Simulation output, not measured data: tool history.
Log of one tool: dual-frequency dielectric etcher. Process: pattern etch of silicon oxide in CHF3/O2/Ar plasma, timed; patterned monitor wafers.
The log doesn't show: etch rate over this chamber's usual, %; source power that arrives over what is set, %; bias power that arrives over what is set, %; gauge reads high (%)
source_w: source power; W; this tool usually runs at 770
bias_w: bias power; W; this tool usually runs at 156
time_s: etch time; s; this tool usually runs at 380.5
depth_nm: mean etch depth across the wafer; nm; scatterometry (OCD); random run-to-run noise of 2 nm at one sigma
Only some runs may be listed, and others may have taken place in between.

run    hour  source_w  bias_w  time_s  wafers since the last listed run  hours since the last wet clean  hours since the last source power generator calibration  hours since the last bias power generator calibration  hours since the last upper electrode change  hours since the gauge calibration  read-back reference wafer on the same gauge, depth_nm  depth_nm
  1       0       770     156   380.5                                 0                            89.5                                                   3008.6                                                 1346.9                                       4848.9                              242.6                                                  783.6     697.9
  2    36.7       770     156   380.5                               187                           126.2                                                   3045.3                                                 1383.6                                       4885.6                              279.3                                                  782.8     697.4
  3    66.6       770     141   380.5                               152                           156.1                                                   3075.2                                                 1413.5                                       4915.5                              309.2                                                  782.7     680.4
  4   135.8       770     141   380.5                               353                           225.3                                                   3144.4                                                 1482.7                                       4984.7                              378.4                                                  783.9       676
  5     197       770     141   380.5                               312                           286.5                                                   3205.6                                                 1543.9                                       5045.9                              439.6                                                  783.1     676.6
  6   237.6       730     156     340                               207                           327.1                                                   3246.2                                                 1584.5                                       5086.5                              480.2                                                  783.7     614.4
  7   297.2       730     156     340                               304                           386.7                                                   3305.8                                                 1644.1                                       5146.1                              539.8                                                  783.4     615.1
      453.2  -- wet clean of the chamber
  8   458.9       730     156     340                               703                             5.7                                                   3467.5                                                 1805.8                                       5307.8                              701.5                                                  782.7     609.9
      518.4  -- source power generator calibrated
  9   527.3       770     138   380.5                               328                            74.1                                                      8.9                                                 1874.2                                       5376.2                              769.9                                                  782.2     668.3
      558.2  -- upper electrode replaced
 10   591.2       770     138   380.5                               203                             138                                                     72.8                                                 1938.1                                           33                              833.8                                                  782.8       671
 11   630.7       770     156     446                               201                           177.5                                                    112.3                                                 1977.6                                         72.5                              873.3                                                  783.9     815.3
 12   668.7       770     156   380.5                               194                           215.5                                                    150.3                                                 2015.6                                        110.5                              911.3                                                    783     693.6
 13   733.1       730     156   380.5                               328                           279.9                                                    214.7                                                   2080                                        174.9                              975.7                                                  782.9     683.6
 14   800.6       770     156   380.5                               344                           347.4                                                    282.2                                                 2147.5                                        242.4                             1043.2                                                  782.3     695.1
 15   869.8       770     156   420.5                               353                           416.6                                                    351.4                                                 2216.7                                        311.6                             1112.4                                                  783.1     763.6
        883  -- bias power generator calibrated
      898.6  -- gauge calibrated
 16   933.9       770     156     333                               306                           480.7                                                    415.5                                                   50.9                                        375.7                               35.3                                                    783     615.5
 17   976.4       830     137   380.5                               216                           523.2                                                      458                                                   93.4                                        418.2                               77.8                                                  783.1     689.1
 18  1011.8       830     137   380.5                               180                           558.6                                                    493.4                                                  128.8                                        453.6                              113.2                                                    782     691.8
     1087.3  -- wet clean of the chamber
 19  1212.6       880     156   464.5                               902                           125.3                                                    694.2                                                  329.6                                        654.4                                314                                                  783.2     891.1
 20  1281.6       770     190   380.5                               352                           194.3                                                    763.2                                                  398.6                                        723.4                                383                                                  782.2     751.1
 21  1315.3       770     156   380.5                               172                             228                                                    796.9                                                  432.3                                        757.1                              416.7                                                  783.1       707
 22  1353.2       700     156     309                               193                           265.9                                                    834.8                                                  470.2                                          795                              454.6                                                  782.8     552.6
 23  1420.1       890     132     330                               341                           332.8                                                    901.7                                                  537.1                                        861.9                              521.5                                                  783.1     603.5
 24  1466.9       880     133   268.5                               238                           379.6                                                    948.5                                                  583.9                                        908.7                              568.3                                                  782.9     492.9
 25  1518.7       700     156     322                               264                           431.4                                                   1000.3                                                  635.7                                        960.5                              620.1                                                  784.3     577.2
 26  1564.3       880     156   468.5                               232                             477                                                   1045.9                                                  681.3                                       1006.1                              665.7                                                  784.3     906.4

5 options for the next run, each taken on its own from the tool as it stands now. Forecast them:
  A  1564.8       770     156   380.5                                 2                           477.5                                                   1046.4                                                  681.8                                       1006.6                              666.2                                                      ?         ?
  B  1564.8       770     156   332.5                                 2                           477.5                                                   1046.4                                                  681.8                                       1006.6                              666.2                                                      ?         ?
  C  1564.8       860     156     416                                 2                           477.5                                                   1046.4                                                  681.8                                       1006.6                              666.2                                                      ?         ?
  D  1564.8       770     156     319                                 2                           477.5                                                   1046.4                                                  681.8                                       1006.6                              666.2                                                      ?         ?
  E  1564.8       870     134   380.5                                 2                           477.5                                                   1046.4                                                  681.8                                       1006.6                              666.2                                                      ?         ?

run  read-back reference wafer on the same gauge, depth_nm  depth_nm
  A                                                  783.1     700.8
  B                                                  783.1     612.4
  C                                                  783.1     792.4
  D                                                  783.1     587.5
  E                                                  783.1     693.7
Without the tool's hidden state the same runs would have given:
run  depth_nm
  A     701.5
  B       613
  C     793.3
  D     588.1
  E     694.4

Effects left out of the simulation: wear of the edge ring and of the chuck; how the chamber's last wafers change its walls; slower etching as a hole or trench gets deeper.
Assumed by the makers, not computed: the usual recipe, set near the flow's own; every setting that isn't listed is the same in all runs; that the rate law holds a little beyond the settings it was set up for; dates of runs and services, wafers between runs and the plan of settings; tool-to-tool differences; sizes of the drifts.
